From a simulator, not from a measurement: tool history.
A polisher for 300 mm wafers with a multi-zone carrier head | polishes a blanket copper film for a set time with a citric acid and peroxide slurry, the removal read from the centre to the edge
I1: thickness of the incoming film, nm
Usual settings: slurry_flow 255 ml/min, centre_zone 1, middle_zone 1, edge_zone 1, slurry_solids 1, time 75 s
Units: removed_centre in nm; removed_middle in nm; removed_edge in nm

{"run": 1, "day": 0.0, "slurry_flow": 255, "centre_zone": 1, "middle_zone": 1, "edge_zone": 1, "slurry_solids": 1, "time": 75, "I1": 660, "removed_centre": 197.1, "removed_middle": 200.1, "removed_edge": 199}
{"day": 0.192, "done": "worn pad replaced by a new one"}
{"run": 2, "day": 0.679, "slurry_flow": 255, "centre_zone": 1.04, "middle_zone": 1, "edge_zone": 1, "slurry_solids": 1, "time": 75, "I1": 650.1, "removed_centre": 203.3, "removed_middle": 195, "removed_edge": 202.1}
{"run": 3, "day": 1.033, "slurry_flow": 255, "centre_zone": 1, "middle_zone": 1, "edge_zone": 1, "slurry_solids": 1, "time": 75, "I1": 663.8, "removed_centre": 196.1, "removed_middle": 199.2, "removed_edge": 197.8}
{"run": 4, "day": 1.717, "slurry_flow": 255, "centre_zone": 1, "middle_zone": 1, "edge_zone": 1, "slurry_solids": 1, "time": 75, "I1": 662.4, "removed_centre": 196.2, "removed_middle": 192.7, "removed_edge": 201.2}
{"run": 5, "day": 2.346, "slurry_flow": 255, "centre_zone": 1, "middle_zone": 0.91, "edge_zone": 0.96, "slurry_solids": 1, "time": 75, "I1": 656.4, "removed_centre": 194.7, "removed_middle": 180.7, "removed_edge": 193.9}
{"run": 6, "day": 3.283, "slurry_flow": 255, "centre_zone": 1, "middle_zone": 0.91, "edge_zone": 0.96, "slurry_solids": 1, "time": 75, "I1": 651.4, "removed_centre": 193.5, "removed_middle": 180.6, "removed_edge": 193}
{"run": 7, "day": 3.833, "slurry_flow": 255, "centre_zone": 1, "middle_zone": 1, "edge_zone": 1, "slurry_solids": 1, "time": 75, "I1": 663.1, "removed_centre": 194.4, "removed_middle": 191, "removed_edge": 195.3}
{"run": 8, "day": 4.283, "slurry_flow": 255, "centre_zone": 1, "middle_zone": 1, "edge_zone": 1, "slurry_solids": 1, "time": 75, "I1": 653.7, "removed_centre": 191.1, "removed_middle": 188, "removed_edge": 195.7}
{"day": 4.617, "done": "slurry nozzle cleaned"}
{"run": 9, "day": 4.938, "slurry_flow": 230, "centre_zone": 1, "middle_zone": 1, "edge_zone": 1, "slurry_solids": 1, "time": 75, "I1": 658.3, "removed_centre": 203.8, "removed_middle": 201.7, "removed_edge": 209.4}
{"day": 5.275, "done": "edge zone pressure recalibrated"}
{"run": 10, "day": 5.354, "slurry_flow": 255, "centre_zone": 1, "middle_zone": 1, "edge_zone": 0.96, "slurry_solids": 1, "time": 75, "I1": 655.3, "removed_centre": 208.7, "removed_middle": 212.2, "removed_edge": 205.2}
{"run": 11, "day": 5.929, "slurry_flow": 255, "centre_zone": 0.88, "middle_zone": 1, "edge_zone": 1.06, "slurry_solids": 0.8, "time": 99, "I1": 656.5, "removed_centre": 231, "removed_middle": 264.5, "removed_edge": 267.6}

Forecast run 12:
{"day": 6.217, "done": "worn pad replaced by a new one"}
{"run": 12, "day": 6.546, "slurry_flow": 255, "centre_zone": 0.91, "middle_zone": 1.12, "edge_zone": 1, "slurry_solids": 1.15, "time": 65, "I1": 659.6, "removed_centre": "?", "removed_middle": "?", "removed_edge": "?"}

removed_centre: 171.4 nm
removed_middle: 201.6 nm
removed_edge: 186 nm
Without the tool's hidden state the same run would have given removed_centre 172.2 nm, removed_middle 202.5 nm, removed_edge 186.6 nm.
